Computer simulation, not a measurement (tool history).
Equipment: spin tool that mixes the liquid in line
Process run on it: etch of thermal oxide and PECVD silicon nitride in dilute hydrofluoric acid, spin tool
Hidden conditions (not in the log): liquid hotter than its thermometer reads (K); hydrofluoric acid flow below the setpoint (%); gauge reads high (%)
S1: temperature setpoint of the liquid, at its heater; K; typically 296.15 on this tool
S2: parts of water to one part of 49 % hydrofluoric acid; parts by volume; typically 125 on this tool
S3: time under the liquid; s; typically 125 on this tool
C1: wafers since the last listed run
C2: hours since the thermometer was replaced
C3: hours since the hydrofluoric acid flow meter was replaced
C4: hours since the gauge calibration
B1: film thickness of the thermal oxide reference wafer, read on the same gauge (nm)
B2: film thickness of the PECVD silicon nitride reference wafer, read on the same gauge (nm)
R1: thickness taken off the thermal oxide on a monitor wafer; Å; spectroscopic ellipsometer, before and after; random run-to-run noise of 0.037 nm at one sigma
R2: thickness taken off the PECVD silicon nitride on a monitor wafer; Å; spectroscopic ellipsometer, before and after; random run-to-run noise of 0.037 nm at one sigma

run,hour,S1,S2,S3,C1,C2,C3,C4,B1,B2,R1,R2
1,0.0,296.15,125,145,0,1922.2,408.6,35.6,150.040,150.05,45.85,61.3
2,43.4,296.15,125,145,448,1965.6,452.0,79.0,149.989,149.99,46.34,61.5
# hour 60.0: thermometer replaced
3,200.7,299.65,145,165,1614,140.7,609.3,236.3,150.002,149.98,49.98,75.5
4,254.7,296.15,145,125,557,194.7,663.3,290.3,150.012,150.00,32.79,45.7
5,291.0,293.65,125,125,375,231.0,699.6,326.6,149.949,150.03,35.01,44.3
6,336.2,291.65,160,125,466,276.2,744.8,371.8,150.051,150.01,24.71,30.5
7,360.3,300.15,125,85,248,300.3,768.9,395.9,149.956,150.00,30.41,45.6
8,385.3,296.15,165,125,258,325.3,793.9,420.9,149.999,149.99,27.97,39.1
9,443.7,296.15,125,125,603,383.7,852.3,479.3,149.940,149.98,38.66,51.4
10,492.1,293.65,125,60,500,432.1,900.7,527.7,149.966,150.02,16.71,20.9
11,528.6,292.15,125,70,377,468.6,937.2,564.2,150.005,149.96,18.19,22.3
12,568.8,292.65,150,125,415,508.8,977.4,604.4,149.991,149.97,26.77,33.9
13,606.9,296.15,165,125,393,546.9,1015.5,642.5,149.982,150.01,27.22,39.0
14,675.5,294.65,110,90,708,615.5,1084.1,711.1,150.019,149.99,29.67,38.0
15,702.4,294.15,75,180,277,642.4,1111.0,738.0,149.979,149.96,88.13,106.8
16,753.8,299.65,90,125,531,693.8,1162.4,789.4,150.068,149.99,61.67,87.6
17,779.9,291.65,110,70,269,719.9,1188.5,815.5,149.975,150.02,20.58,23.7
18,830.8,294.15,75,125,525,770.8,1239.4,866.4,150.053,150.00,61.03,72.8
# hour 854.0: hydrofluoric acid flow meter replaced
19,999.4,296.15,75,60,1731,939.4,145.4,1035.0,149.996,149.99,34.34,43.3
20,1027.4,294.15,145,190,289,967.4,173.4,1063.0,150.020,150.00,48.02,62.2
21,1069.8,296.15,145,125,438,1009.8,215.8,1105.4,149.990,150.03,34.36,46.8
22,1111.4,296.15,125,175,429,1051.4,257.4,1147.0,149.985,149.99,55.95,75.9
23,1274.4,296.15,125,125,1684,1214.4,420.4,1310.0,150.022,149.98,40.02,53.5
24,1327.7,300.15,185,150,550,1267.7,473.7,1363.3,150.016,149.98,34.87,56.4
25,1365.8,296.15,150,125,393,1305.8,511.8,1401.4,149.974,149.99,32.25,44.7
26,1411.2,293.65,80,80,469,1351.2,557.2,1446.8,150.013,149.98,37.42,44.6
27,1483.1,294.15,150,65,742,1423.1,629.1,1518.7,149.990,149.98,15.15,20.1

What the log doesn't show, run by run:
liquid hotter than its thermometer reads (K): 0 at every run
gauge reads high (%): 0 at every run
H1: hydrofluoric acid flow below the setpoint (%)
run,H1
1,3.09
2,3.36
3,4.35
4,4.69
5,4.92
6,5.2
7,5.35
8,5.51
9,5.87
10,6.18
11,6.4
12,6.66
13,6.9
14,7.33
15,7.49
16,7.82
17,7.98
18,8.3
19,0.978
20,1.15
21,1.42
22,1.68
23,2.7
24,3.04
25,3.27
26,3.56
27,4.01

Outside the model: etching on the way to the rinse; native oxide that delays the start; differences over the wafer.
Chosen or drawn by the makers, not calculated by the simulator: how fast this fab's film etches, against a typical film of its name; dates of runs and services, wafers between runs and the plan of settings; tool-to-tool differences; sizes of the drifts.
